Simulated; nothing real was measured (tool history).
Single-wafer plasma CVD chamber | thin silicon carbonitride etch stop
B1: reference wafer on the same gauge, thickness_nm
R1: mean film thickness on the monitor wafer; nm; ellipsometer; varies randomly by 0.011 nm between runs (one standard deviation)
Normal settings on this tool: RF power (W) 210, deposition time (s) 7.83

{"run": 1, "day": 0.0, "RF power (W)": 210, "deposition time (s)": 7.04, "B1": 4.082, "R1": 4.292}
{"run": 2, "day": 2.558, "RF power (W)": 190, "deposition time (s)": 9.02, "B1": 4.079, "R1": 5.313}
{"run": 3, "day": 4.208, "RF power (W)": 190, "deposition time (s)": 9.02, "B1": 4.083, "R1": 5.325}
{"run": 4, "day": 5.571, "RF power (W)": 220, "deposition time (s)": 6.58, "B1": 4.084, "R1": 4.039}
{"run": 5, "day": 8.375, "RF power (W)": 220, "deposition time (s)": 6.58, "B1": 4.08, "R1": 4.034}
{"run": 6, "day": 10.462, "RF power (W)": 220, "deposition time (s)": 6.58, "B1": 4.082, "R1": 4.034}
{"run": 7, "day": 11.517, "RF power (W)": 210, "deposition time (s)": 7.83, "B1": 4.081, "R1": 4.741}
{"run": 8, "day": 13.575, "RF power (W)": 210, "deposition time (s)": 7.83, "B1": 4.078, "R1": 4.754}
{"run": 9, "day": 16.054, "RF power (W)": 210, "deposition time (s)": 7.83, "B1": 4.077, "R1": 4.741}
{"day": 18.379, "done": "gauge calibrated"}
{"run": 10, "day": 21.058, "RF power (W)": 210, "deposition time (s)": 7.83, "B1": 4.078, "R1": 4.721}
{"run": 11, "day": 23.35, "RF power (W)": 210, "deposition time (s)": 7.83, "B1": 4.077, "R1": 4.736}
{"day": 26.262, "done": "RF generator calibrated"}
{"run": 12, "day": 26.283, "RF power (W)": 210, "deposition time (s)": 7.83, "B1": 4.08, "R1": 4.65}
{"run": 13, "day": 28.158, "RF power (W)": 195, "deposition time (s)": 7.83, "B1": 4.078, "R1": 4.543}
{"run": 14, "day": 29.542, "RF power (W)": 195, "deposition time (s)": 7.83, "B1": 4.078, "R1": 4.531}
{"run": 15, "day": 32.192, "RF power (W)": 185, "deposition time (s)": 8.97, "B1": 4.08, "R1": 5.116}
{"run": 16, "day": 33.429, "RF power (W)": 185, "deposition time (s)": 8.97, "B1": 4.082, "R1": 5.159}
{"day": 34.346, "done": "thermocouple changed; heater temperature recalibrated"}
{"run": 17, "day": 35.533, "RF power (W)": 230, "deposition time (s)": 7.83, "B1": 4.083, "R1": 4.779}
{"run": 18, "day": 37.375, "RF power (W)": 225, "deposition time (s)": 6.43, "B1": 4.083, "R1": 3.91}
{"day": 38.521, "done": "RF generator calibrated, repeated, since the last time left the tool worse"}
{"run": 19, "day": 39.354, "RF power (W)": 210, "deposition time (s)": 8.37, "B1": 4.079, "R1": 5.138}
{"run": 20, "day": 40.808, "RF power (W)": 190, "deposition time (s)": 6.57, "B1": 4.08, "R1": 3.903}
{"run": 21, "day": 42.133, "RF power (W)": 175, "deposition time (s)": 8.42, "B1": 4.079, "R1": 4.889}
{"run": 22, "day": 44.083, "RF power (W)": 210, "deposition time (s)": 7.83, "B1": 4.081, "R1": 4.786}
{"run": 23, "day": 45.471, "RF power (W)": 170, "deposition time (s)": 8.57, "B1": 4.081, "R1": 4.929}
{"run": 24, "day": 48.046, "RF power (W)": 210, "deposition time (s)": 8.51, "B1": 4.078, "R1": 5.191}
{"run": 25, "day": 50.042, "RF power (W)": 210, "deposition time (s)": 7.83, "B1": 4.082, "R1": 4.803}
{"run": 26, "day": 51.412, "RF power (W)": 210, "deposition time (s)": 8.39, "B1": 4.083, "R1": 5.132}
{"run": 27, "day": 53.271, "RF power (W)": 210, "deposition time (s)": 7.83, "B1": 4.078, "R1": 4.794}
{"run": 28, "day": 55.404, "RF power (W)": 210, "deposition time (s)": 7.83, "B1": 4.079, "R1": 4.796}
{"day": 57.658, "done": "showerhead replaced"}
{"run": 29, "day": 57.679, "RF power (W)": 210, "deposition time (s)": 7.83, "B1": 4.082, "R1": 4.796}
{"run": 30, "day": 59.65, "RF power (W)": 250, "deposition time (s)": 7.83, "B1": 4.075, "R1": 5.035}
{"run": 31, "day": 67.492, "RF power (W)": 210, "deposition time (s)": 6.27, "B1": 4.076, "R1": 3.848}
{"run": 32, "day": 68.817, "RF power (W)": 220, "deposition time (s)": 6.58, "B1": 4.08, "R1": 4.094}
{"run": 33, "day": 71.712, "RF power (W)": 250, "deposition time (s)": 8.58, "B1": 4.076, "R1": 5.526}
{"run": 34, "day": 73.092, "RF power (W)": 200, "deposition time (s)": 9.08, "B1": 4.083, "R1": 5.473}
{"run": 35, "day": 74.4, "RF power (W)": 220, "deposition time (s)": 9.09, "B1": 4.079, "R1": 5.62}

Hidden state or all else? Some run-to-run changes of R1, split into what the settings, what came in and random variation would give without the hidden state, and what is left for the hidden state (with any gauge scatter that isn't in both results):
Hidden state present: wafer temperature above the value expected at the setpoint (K); delivered RF power above the setpoint (%); gauge reads high (%).
Run 3 -> 4: RF power (W) 190 -> 220, deposition time (s) 9.02 -> 6.58. R1 -1.286 nm: hidden state +0.013, all else -1.299.
Run 11 -> 12: RF generator calibrated. R1 -0.086 nm: hidden state -0.072, all else -0.014.
Run 17 -> 18: RF power (W) 230 -> 225, deposition time (s) 7.83 -> 6.43. R1 -0.869 nm: hidden state +0.029, all else -0.898.
Run 18 -> 19: RF power (W) 225 -> 210, deposition time (s) 6.43 -> 8.37, RF generator calibrated, repeated, since the last time left the tool worse. R1 +1.228 nm: hidden state +0.120, all else +1.108.
Run 19 -> 20: RF power (W) 210 -> 190, deposition time (s) 8.37 -> 6.57. R1 -1.235 nm: hidden state +0.002, all else -1.237.
Run 32 -> 33: RF power (W) 220 -> 250, deposition time (s) 6.58 -> 8.58. R1 +1.432 nm: hidden state -0.006, all else +1.438.
